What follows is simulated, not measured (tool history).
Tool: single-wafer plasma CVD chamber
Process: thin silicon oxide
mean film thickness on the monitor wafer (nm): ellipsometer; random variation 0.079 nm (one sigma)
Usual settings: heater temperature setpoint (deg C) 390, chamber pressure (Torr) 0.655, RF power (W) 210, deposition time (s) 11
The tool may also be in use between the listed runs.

run,hour,heater temperature setpoint (deg C),chamber pressure (Torr),RF power (W),deposition time (s),wafers since the last listed run,hours since the last thermocouple change,hours since the last RF generator calibration,hours since the last manometer calibration,hours since the showerhead was replaced,hours since the gauge calibration,"read-back reference wafer on the same gauge, thickness_nm",mean film thickness on the monitor wafer (nm)
1,0,390,0.655,190,11,0,61.5,268.6,2304.3,1105.8,1260.9,12.711,12.399
2,53.8,390,0.655,190,11,1231,115.3,322.4,2358.1,1159.6,1314.7,12.688,12.419
3,263.8,390,0.655,210,11,4806,325.3,532.4,2568.1,1369.6,1524.7,12.669,12.704
4,331.6,401,0.655,210,11,1551,393.1,600.2,2635.9,1437.4,1592.5,12.705,12.602
5,422.6,398,0.655,190,11,2082,484.1,691.2,2726.9,1528.4,1683.5,12.693,11.927
# hour 503.6: capacitance manometer re-zeroed and calibrated
6,505.8,390,0.655,210,11,1721,567.3,774.4,2.2,1611.6,1766.7,12.693,13.412
7,605.5,390,0.655,210,11,2281,667,874.1,101.9,1711.3,1866.4,12.707,13.306
8,673.7,390,0.655,240,12.6,1560,735.2,942.3,170.1,1779.5,1934.6,12.702,16.19
9,718.3,390,0.655,210,11,1020,779.8,986.9,214.7,1824.1,1979.2,12.71,13.188
10,798.5,390,0.715,210,12.4,1835,860,1067.1,294.9,1904.3,2059.4,12.693,16.403
# hour 830.4: RF generator calibrated
11,848.3,390,0.655,210,11,956,909.8,17.9,344.7,1954.1,2109.2,12.689,13.632
# hour 919.8: gauge calibrated
12,1022.9,390,0.655,210,11,3995,1084.4,192.5,519.3,2128.7,103.1,12.73,13.425
13,1095.1,390,0.655,180,9.8,1652,1156.6,264.7,591.5,2200.9,175.3,12.704,11.281
14,1187.4,404,0.655,210,11,2112,1248.9,357,683.8,2293.2,267.6,12.712,13.242
15,1231.6,385,0.508,250,9.6,1011,1293.1,401.2,728,2337.4,311.8,12.694,9.743
# hour 1283.8: showerhead replaced
16,1329.3,397,0.583,240,12.3,2052,1390.8,498.9,825.7,45.5,409.5,12.692,13.995
17,1370.1,398,0.655,210,10.2,933,1431.6,539.7,866.5,86.3,450.3,12.693,12.312
18,1431.2,382,0.655,210,9.5,1398,1492.7,600.8,927.6,147.4,511.4,12.696,11.44
19,1489.5,390,0.655,240,12.6,1334,1551,659.1,985.9,205.7,569.7,12.664,16.068
20,1643.3,390,0.526,210,11,3519,1704.8,812.9,1139.7,359.5,723.5,12.713,10.56
21,1681.8,390,0.655,245,11,881,1743.3,851.4,1178.2,398,762,12.695,14.019
22,1738.8,390,0.655,210,13,1304,1800.3,908.4,1235.2,455,819,12.712,15.454
23,1824.3,390,0.655,210,11,1956,1885.8,993.9,1320.7,540.5,904.5,12.734,13.068
24,1904.4,390,0.655,210,11,1833,1965.9,1074,1400.8,620.6,984.6,12.686,12.895
25,1991.5,390,0.655,180,11,1993,2053,1161.1,1487.9,707.7,1071.7,12.679,12.1
# hour 2038.2: RF generator calibrated
26,2085.6,383,0.798,210,11,1970,2147.1,47.4,1582,801.8,1165.8,12.706,16.212
27,2177.2,390,0.655,210,11,2096,2238.7,139,1673.6,893.4,1257.4,12.675,13.231

The tool's hidden state at each run:
wafer temperature above the value expected at the setpoint (K): 0 in every run
gauge reads high (%): 0 in every run
H1: delivered RF power above the setpoint (%)
H2: true pressure above the setpoint (%)
run,H1,H2
1,-1.86,-5.15
2,-2.14,-5.41
3,-3.25,-6.48
4,-3.61,-6.85
5,-4.09,-7.35
6,-4.53,-0.777
7,-5.05,-0.787
8,-5.41,-0.806
9,-5.65,-0.824
10,-6.07,-0.866
11,-1.18,-0.899
12,-2.1,-1.06
13,-2.49,-1.14
14,-2.97,-1.26
15,-3.21,-1.32
16,-3.72,-1.48
17,-3.94,-1.55
18,-4.26,-1.67
19,-4.57,-1.78
20,-5.38,-2.12
21,-5.58,-2.21
22,-5.88,-2.35
23,-6.33,-2.58
24,-6.76,-2.8
25,-7.22,-3.06
26,-0.383,-3.36
27,-0.866,-3.67
